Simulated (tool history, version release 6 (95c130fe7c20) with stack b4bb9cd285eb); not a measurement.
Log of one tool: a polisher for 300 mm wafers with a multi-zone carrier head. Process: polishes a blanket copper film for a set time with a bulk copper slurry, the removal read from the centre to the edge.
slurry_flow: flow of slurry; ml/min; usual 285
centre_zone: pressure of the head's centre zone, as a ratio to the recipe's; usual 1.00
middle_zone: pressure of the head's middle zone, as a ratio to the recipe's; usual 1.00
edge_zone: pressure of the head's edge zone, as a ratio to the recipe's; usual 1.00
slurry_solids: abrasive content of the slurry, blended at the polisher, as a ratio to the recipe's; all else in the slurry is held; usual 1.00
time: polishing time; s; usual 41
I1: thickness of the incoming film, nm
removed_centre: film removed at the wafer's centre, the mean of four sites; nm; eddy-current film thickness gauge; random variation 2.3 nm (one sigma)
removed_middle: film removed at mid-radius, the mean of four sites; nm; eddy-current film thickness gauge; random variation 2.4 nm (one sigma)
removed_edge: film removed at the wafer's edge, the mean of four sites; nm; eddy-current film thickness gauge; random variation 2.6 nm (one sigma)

run 1 day=0.000 | slurry_flow=285 centre_zone=1.00 middle_zone=1.00 edge_zone=1.00 slurry_solids=1.00 time=41 | I1=3180.3 | removed_centre=303.7 removed_middle=307.9 removed_edge=298.6
run 2 day=1.104 | slurry_flow=285 centre_zone=0.94 middle_zone=1.00 edge_zone=1.00 slurry_solids=1.00 time=37 | I1=3203.1 | removed_centre=262.8 removed_middle=275.6 removed_edge=270.2
run 3 day=2.138 | slurry_flow=285 centre_zone=1.00 middle_zone=1.00 edge_zone=1.00 slurry_solids=1.00 time=41 | I1=3226.6 | removed_centre=302.9 removed_middle=304.4 removed_edge=300.9
run 4 day=3.442 | slurry_flow=285 centre_zone=0.95 middle_zone=1.00 edge_zone=1.00 slurry_solids=0.85 time=46 | I1=3179.6 | removed_centre=315.4 removed_middle=336.1 removed_edge=330.4
-- day=4.783 worn pad replaced by a new one
run 5 day=4.888 | slurry_flow=285 centre_zone=1.00 middle_zone=1.05 edge_zone=1.00 slurry_solids=1.00 time=48 | I1=3244.6 | removed_centre=376.4 removed_middle=396.5 removed_edge=376.2
run 6 day=6.150 | slurry_flow=285 centre_zone=1.00 middle_zone=1.00 edge_zone=1.00 slurry_solids=1.00 time=41 | I1=3215.9 | removed_centre=315.0 removed_middle=318.3 removed_edge=310.7
-- day=6.779 slurry nozzle cleaned
run 7 day=7.421 | slurry_flow=285 centre_zone=1.00 middle_zone=1.00 edge_zone=1.03 slurry_solids=1.00 time=52 | I1=3234.4 | removed_centre=406.9 removed_middle=403.0 removed_edge=401.3
run 8 day=8.517 | slurry_flow=210 centre_zone=1.00 middle_zone=1.00 edge_zone=1.00 slurry_solids=1.00 time=41 | I1=3206.9 | removed_centre=301.9 removed_middle=308.0 removed_edge=301.0
run 9 day=9.896 | slurry_flow=285 centre_zone=1.03 middle_zone=1.00 edge_zone=0.92 slurry_solids=1.20 time=48 | I1=3236.0 | removed_centre=381.9 removed_middle=375.0 removed_edge=353.7
run 10 day=10.867 | slurry_flow=285 centre_zone=1.00 middle_zone=1.07 edge_zone=1.00 slurry_solids=1.00 time=49 | I1=3204.1 | removed_centre=367.4 removed_middle=382.9 removed_edge=362.3
-- day=11.446 centre zone pressure recalibrated
-- day=11.742 carrier head's membrane replaced by a new one
run 11 day=12.283 | slurry_flow=285 centre_zone=1.00 middle_zone=1.00 edge_zone=1.00 slurry_solids=1.00 time=41 | I1=3180.8 | removed_centre=304.3 removed_middle=305.0 removed_edge=302.4
run 12 day=14.596 | slurry_flow=285 centre_zone=1.00 middle_zone=1.00 edge_zone=1.00 slurry_solids=1.00 time=41 | I1=3222.6 | removed_centre=301.7 removed_middle=304.2 removed_edge=296.7
run 13 day=15.271 | slurry_flow=285 centre_zone=1.12 middle_zone=1.00 edge_zone=1.00 slurry_solids=1.00 time=41 | I1=3208.5 | removed_centre=327.9 removed_middle=301.0 removed_edge=298.3
-- day=15.583 worn pad replaced by a new one
run 14 day=15.867 | slurry_flow=285 centre_zone=1.00 middle_zone=1.00 edge_zone=1.00 slurry_solids=1.00 time=41 | I1=3208.3 | removed_centre=320.6 removed_middle=321.3 removed_edge=317.1
-- day=16.617 slurry nozzle cleaned
run 15 day=16.954 | slurry_flow=285 centre_zone=1.00 middle_zone=1.00 edge_zone=0.88 slurry_solids=1.00 time=41 | I1=3183.4 | removed_centre=326.2 removed_middle=329.2 removed_edge=307.8
run 16 day=17.454 | slurry_flow=380 centre_zone=1.00 middle_zone=1.00 edge_zone=1.00 slurry_solids=1.00 time=41 | I1=3248.2 | removed_centre=334.1 removed_middle=337.7 removed_edge=325.4
run 17 day=18.950 | slurry_flow=285 centre_zone=1.00 middle_zone=1.11 edge_zone=1.00 slurry_solids=1.00 time=41 | I1=3234.9 | removed_centre=318.0 removed_middle=341.2 removed_edge=311.0
run 18 day=19.958 | slurry_flow=285 centre_zone=1.11 middle_zone=1.00 edge_zone=1.00 slurry_solids=1.25 time=32 | I1=3160.3 | removed_centre=269.7 removed_middle=256.5 removed_edge=250.7
run 19 day=20.838 | slurry_flow=285 centre_zone=1.00 middle_zone=0.97 edge_zone=1.05 slurry_solids=1.00 time=41 | I1=3219.0 | removed_centre=307.7 removed_middle=307.6 removed_edge=304.9
run 20 day=22.296 | slurry_flow=285 centre_zone=1.00 middle_zone=1.00 edge_zone=1.00 slurry_solids=1.00 time=41 | I1=3209.4 | removed_centre=302.0 removed_middle=304.9 removed_edge=301.9
run 21 day=23.033 | slurry_flow=285 centre_zone=0.90 middle_zone=1.00 edge_zone=1.00 slurry_solids=1.00 time=41 | I1=3203.0 | removed_centre=280.6 removed_middle=308.1 removed_edge=301.2

4 ways to go on from here, each from the tool as it stands after run 21. What would each give?
run A day=23.050 | slurry_flow=285 centre_zone=0.93 middle_zone=1.00 edge_zone=1.00 slurry_solids=1.00 time=41 | I1=3179.8 | removed_centre=? removed_middle=? removed_edge=?
run B day=23.050 | slurry_flow=200 centre_zone=1.00 middle_zone=1.00 edge_zone=0.88 slurry_solids=1.00 time=30 | I1=3179.8 | removed_centre=? removed_middle=? removed_edge=?
run C day=23.050 | slurry_flow=285 centre_zone=1.00 middle_zone=1.00 edge_zone=1.00 slurry_solids=1.25 time=27 | I1=3179.8 | removed_centre=? removed_middle=? removed_edge=?
run D day=23.050 | slurry_flow=285 centre_zone=1.00 middle_zone=1.00 edge_zone=1.12 slurry_solids=1.00 time=47 | I1=3179.8 | removed_centre=? removed_middle=? removed_edge=?

run=A removed_centre=285.9 removed_middle=302.9 removed_edge=298.7
run=B removed_centre=210.0 removed_middle=211.9 removed_edge=202.2
run=C removed_centre=206.7 removed_middle=207.4 removed_edge=204.5
run=D removed_centre=346.0 removed_middle=347.1 removed_edge=357.3
Without the tool's hidden state the same runs would have given:
run=A removed_centre=321.5 removed_middle=339.6 removed_edge=332.3
run=B removed_centre=238.9 removed_middle=239.9 removed_edge=226.5
run=C removed_centre=232.4 removed_middle=232.5 removed_edge=227.5
run=D removed_centre=389.1 removed_middle=389.1 removed_edge=397.5
